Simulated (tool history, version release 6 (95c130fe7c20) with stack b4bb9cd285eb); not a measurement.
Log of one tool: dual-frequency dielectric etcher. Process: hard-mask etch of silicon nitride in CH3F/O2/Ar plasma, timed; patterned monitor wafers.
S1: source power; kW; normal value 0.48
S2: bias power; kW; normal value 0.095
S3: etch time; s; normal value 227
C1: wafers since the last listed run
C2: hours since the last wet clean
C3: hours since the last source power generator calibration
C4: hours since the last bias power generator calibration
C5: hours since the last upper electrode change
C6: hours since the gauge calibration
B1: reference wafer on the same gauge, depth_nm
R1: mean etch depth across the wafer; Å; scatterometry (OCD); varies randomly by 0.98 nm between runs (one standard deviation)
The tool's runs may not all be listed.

run,hour,S1,S2,S3,C1,C2,C3,C4,C5,C6,B1,R1
1,0,0.48,0.095,227,0,330.8,2537.4,1850.1,168.9,9.4,166.2,1792
2,95.5,0.48,0.095,227,407,426.3,2632.9,1945.6,264.4,104.9,166,1802
3,170.4,0.48,0.095,227,319,501.2,2707.8,2020.5,339.3,179.8,166.2,1791
# hour 198.6: bias power generator calibrated
4,219.1,0.48,0.095,227,190,549.9,2756.5,20.5,388,228.5,166,1781
# hour 300.2: wet clean of the chamber
5,323.8,0.48,0.095,227,344,23.6,2861.2,125.2,492.7,333.2,166,1786
6,364.8,0.48,0.095,227,175,64.6,2902.2,166.2,533.7,374.2,166.2,1780
# hour 407.7: source power generator calibrated
7,457.6,0.48,0.095,227,379,157.4,49.9,259,626.5,467,165.4,1786
8,514.3,0.48,0.095,227,242,214.1,106.6,315.7,683.2,523.7,166.2,1782
9,618.7,0.55,0.116,227,445,318.5,211,420.1,787.6,628.1,166.1,1941
10,688.5,0.48,0.095,227,297,388.3,280.8,489.9,857.4,697.9,165.7,1781
11,758.4,0.48,0.118,227,298,458.2,350.7,559.8,927.3,767.8,165.7,1912
12,815.6,0.48,0.085,194,244,515.4,407.9,617,984.5,825,166.3,1478
13,885.3,0.55,0.086,202,297,585.1,477.6,686.7,1054.2,894.7,166.2,1570
# hour 936.9: wet clean of the chamber
14,937.4,0.48,0.095,227,119,0.5,529.7,738.8,1106.3,946.8,166.1,1794
15,996,0.4,0.095,160.5,250,59.1,588.3,797.4,1164.9,1005.4,165.9,1224
16,1058,0.6,0.081,245.5,264,121.1,650.3,859.4,1226.9,1067.4,165.7,1951
17,1094.1,0.48,0.095,273,154,157.2,686.4,895.5,1263,1103.5,166.1,2156
18,1165.5,0.57,0.107,293,304,228.6,757.8,966.9,1334.4,1174.9,166.1,2482
19,1258.8,0.48,0.095,227,398,321.9,851.1,1060.2,1427.7,1268.2,165.8,1781
20,1302.2,0.53,0.085,205.5,185,365.3,894.5,1103.6,1471.1,1311.6,165.9,1598
21,1378.3,0.55,0.118,227,324,441.4,970.6,1179.7,1547.2,1387.7,166.3,1960
22,1469.7,0.48,0.095,227,390,532.8,1062,1271.1,1638.6,1479.1,166,1786
23,1561.5,0.48,0.095,257,391,624.6,1153.8,1362.9,1730.4,1570.9,166.1,2032
24,1604.8,0.48,0.095,227,184,667.9,1197.1,1406.2,1773.7,1614.2,165.9,1792
# hour 1629.7: wet clean of the chamber
25,1704.6,0.48,0.095,227,323,74.9,1296.9,1506,1873.5,1714,166.1,1776
26,1796.3,0.48,0.095,227,391,166.6,1388.6,1597.7,1965.2,1805.7,166.2,1789
27,1854.7,0.48,0.088,275,249,225,1447,1656.1,2023.6,1864.1,165.4,2113
28,1903.8,0.58,0.101,173.5,209,274.1,1496.1,1705.2,2072.7,1913.2,166.3,1435
29,1953.2,0.48,0.095,227,210,323.5,1545.5,1754.6,2122.1,1962.6,166.3,1804
# hour 2032.3: gauge calibrated
30,2033.6,0.48,0.102,227,343,403.9,1625.9,1835,2202.5,1.3,166.3,1820
# hour 2084.1: bias power generator calibrated
31,2110.5,0.55,0.095,227,311,480.8,1702.8,26.4,2279.4,78.2,166.2,1837

What if the next run were any one of these 3? Each begins from the tool's condition after run 31:
A,2111,0.48,0.095,174.5,2,481.3,1703.3,26.9,2279.9,78.7,?,?
B,2111,0.42,0.081,184,2,481.3,1703.3,26.9,2279.9,78.7,?,?
C,2111,0.36,0.086,168.5,2,481.3,1703.3,26.9,2279.9,78.7,?,?

run,B1,R1
A,166.1,1378
B,166.1,1352
C,166.1,1224
Without the tool's hidden state the same runs would have given:
run,R1
A,1378
B,1352
C,1224
